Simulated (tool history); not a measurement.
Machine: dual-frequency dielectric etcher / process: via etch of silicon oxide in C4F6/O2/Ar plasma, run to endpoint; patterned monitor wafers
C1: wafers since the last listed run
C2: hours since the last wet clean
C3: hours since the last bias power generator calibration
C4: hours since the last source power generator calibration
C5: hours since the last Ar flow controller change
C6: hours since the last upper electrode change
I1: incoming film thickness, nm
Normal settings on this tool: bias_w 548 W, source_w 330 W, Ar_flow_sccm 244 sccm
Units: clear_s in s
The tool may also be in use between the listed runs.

run 1 hour=0 | bias_w=548 source_w=270 Ar_flow_sccm=199 | C1=0 C2=358 C3=4970.3 C4=1648.8 C5=4686.3 C6=4631.8 | I1=61.4 | clear_s=14.9
run 2 hour=26 | bias_w=548 source_w=270 Ar_flow_sccm=199 | C1=441 C2=384 C3=4996.3 C4=1674.8 C5=4712.3 C6=4657.8 | I1=62.2 | clear_s=15
run 3 hour=40.6 | bias_w=548 source_w=270 Ar_flow_sccm=199 | C1=248 C2=398.6 C3=5010.9 C4=1689.4 C5=4726.9 C6=4672.4 | I1=62.4 | clear_s=14.9
run 4 hour=107.6 | bias_w=548 source_w=330 Ar_flow_sccm=244 | C1=1138 C2=465.6 C3=5077.9 C4=1756.4 C5=4793.9 C6=4739.4 | I1=62.1 | clear_s=14.3
run 5 hour=151.7 | bias_w=548 source_w=330 Ar_flow_sccm=244 | C1=749 C2=509.7 C3=5122 C4=1800.5 C5=4838 C6=4783.5 | I1=61.7 | clear_s=14.7
run 6 hour=181.7 | bias_w=548 source_w=330 Ar_flow_sccm=244 | C1=509 C2=539.7 C3=5152 C4=1830.5 C5=4868 C6=4813.5 | I1=61.8 | clear_s=14.6
run 7 hour=275 | bias_w=548 source_w=330 Ar_flow_sccm=244 | C1=1586 C2=633 C3=5245.3 C4=1923.8 C5=4961.3 C6=4906.8 | I1=61.3 | clear_s=14.8
-- hour=303.2 wet clean of the chamber
run 8 hour=307.9 | bias_w=548 source_w=330 Ar_flow_sccm=244 | C1=151 C2=4.7 C3=5278.2 C4=1956.7 C5=4994.2 C6=4939.7 | I1=61.8 | clear_s=14.1
-- hour=320 bias power generator calibrated
run 9 hour=340.7 | bias_w=548 source_w=330 Ar_flow_sccm=244 | C1=489 C2=37.5 C3=20.7 C4=1989.5 C5=5027 C6=4972.5 | I1=61.7 | clear_s=14.1
run 10 hour=368.4 | bias_w=548 source_w=330 Ar_flow_sccm=244 | C1=470 C2=65.2 C3=48.4 C4=2017.2 C5=5054.7 C6=5000.2 | I1=62.8 | clear_s=14.2
run 11 hour=383.7 | bias_w=548 source_w=330 Ar_flow_sccm=244 | C1=260 C2=80.5 C3=63.7 C4=2032.5 C5=5070 C6=5015.5 | I1=62.4 | clear_s=14.1
run 12 hour=396.5 | bias_w=548 source_w=330 Ar_flow_sccm=244 | C1=217 C2=93.3 C3=76.5 C4=2045.3 C5=5082.8 C6=5028.3 | I1=62.4 | clear_s=14.1
run 13 hour=414.4 | bias_w=548 source_w=330 Ar_flow_sccm=244 | C1=304 C2=111.2 C3=94.4 C4=2063.2 C5=5100.7 C6=5046.2 | I1=61.7 | clear_s=13.9
run 14 hour=430.7 | bias_w=548 source_w=330 Ar_flow_sccm=244 | C1=277 C2=127.5 C3=110.7 C4=2079.5 C5=5117 C6=5062.5 | I1=61.9 | clear_s=14.3
-- hour=460.3 upper electrode replaced
run 15 hour=466.1 | bias_w=676 source_w=390 Ar_flow_sccm=244 | C1=193 C2=162.9 C3=146.1 C4=2114.9 C5=5152.4 C6=5.8 | I1=62.1 | clear_s=12.2
run 16 hour=495.9 | bias_w=548 source_w=330 Ar_flow_sccm=244 | C1=506 C2=192.7 C3=175.9 C4=2144.7 C5=5182.2 C6=35.6 | I1=62.3 | clear_s=14
-- hour=512.5 Ar flow controller replaced
-- hour=521.3 source power generator calibrated
run 17 hour=527.8 | bias_w=548 source_w=330 Ar_flow_sccm=244 | C1=372 C2=224.6 C3=207.8 C4=6.5 C5=15.3 C6=67.5 | I1=61.9 | clear_s=14.4
run 18 hour=560.6 | bias_w=438 source_w=380 Ar_flow_sccm=273 | C1=557 C2=257.4 C3=240.6 C4=39.3 C5=48.1 C6=100.3 | I1=61.8 | clear_s=15.3
run 19 hour=587.5 | bias_w=548 source_w=330 Ar_flow_sccm=244 | C1=457 C2=284.3 C3=267.5 C4=66.2 C5=75 C6=127.2 | I1=62.7 | clear_s=14.4
run 20 hour=675.7 | bias_w=548 source_w=250 Ar_flow_sccm=214 | C1=1499 C2=372.5 C3=355.7 C4=154.4 C5=163.2 C6=215.4 | I1=62.4 | clear_s=15.4
run 21 hour=701.9 | bias_w=460 source_w=360 Ar_flow_sccm=281 | C1=445 C2=398.7 C3=381.9 C4=180.6 C5=189.4 C6=241.6 | I1=61.4 | clear_s=15.6
run 22 hour=781.4 | bias_w=548 source_w=330 Ar_flow_sccm=283 | C1=1351 C2=478.2 C3=461.4 C4=260.1 C5=268.9 C6=321.1 | I1=61.7 | clear_s=14.7
run 23 hour=794.6 | bias_w=593 source_w=330 Ar_flow_sccm=270 | C1=224 C2=491.4 C3=474.6 C4=273.3 C5=282.1 C6=334.3 | I1=61.6 | clear_s=14.1
run 24 hour=825.6 | bias_w=482 source_w=400 Ar_flow_sccm=292 | C1=526 C2=522.4 C3=505.6 C4=304.3 C5=313.1 C6=365.3 | I1=61.7 | clear_s=14.8
run 25 hour=844.5 | bias_w=608 source_w=370 Ar_flow_sccm=288 | C1=321 C2=541.3 C3=524.5 C4=323.2 C5=332 C6=384.2 | I1=61.7 | clear_s=13.7
-- hour=900 wet clean of the chamber
run 26 hour=900.5 | bias_w=483 source_w=330 Ar_flow_sccm=269 | C1=543 C2=0.5 C3=580.5 C4=379.2 C5=388 C6=440.2 | I1=61.5 | clear_s=15.4
run 27 hour=905.4 | bias_w=424 source_w=290 Ar_flow_sccm=207 | C1=83 C2=5.4 C3=585.4 C4=384.1 C5=392.9 C6=445.1 | I1=62.4 | clear_s=16.5
run 28 hour=928.2 | bias_w=548 source_w=330 Ar_flow_sccm=244 | C1=387 C2=28.2 C3=608.2 C4=406.9 C5=415.7 C6=467.9 | I1=61.9 | clear_s=14.2

Branching from run 28: 4 alternative next runs. What would each branch give?
run A hour=928.6 | bias_w=548 source_w=330 Ar_flow_sccm=244 | C1=6 C2=28.6 C3=608.6 C4=407.3 C5=416.1 C6=468.3 | I1=62.6 | clear_s=?
run B hour=928.6 | bias_w=548 source_w=360 Ar_flow_sccm=244 | C1=6 C2=28.6 C3=608.6 C4=407.3 C5=416.1 C6=468.3 | I1=62.6 | clear_s=?
run C hour=928.6 | bias_w=457 source_w=270 Ar_flow_sccm=290 | C1=6 C2=28.6 C3=608.6 C4=407.3 C5=416.1 C6=468.3 | I1=62.6 | clear_s=?
run D hour=928.6 | bias_w=677 source_w=330 Ar_flow_sccm=244 | C1=6 C2=28.6 C3=608.6 C4=407.3 C5=416.1 C6=468.3 | I1=62.6 | clear_s=?

run=A clear_s=14.4
run=B clear_s=14
run=C clear_s=17.3
run=D clear_s=13
Had the tool no hidden state, the same runs would have come out as:
run=A clear_s=14.2
run=B clear_s=13.8
run=C clear_s=17
run=D clear_s=12.7
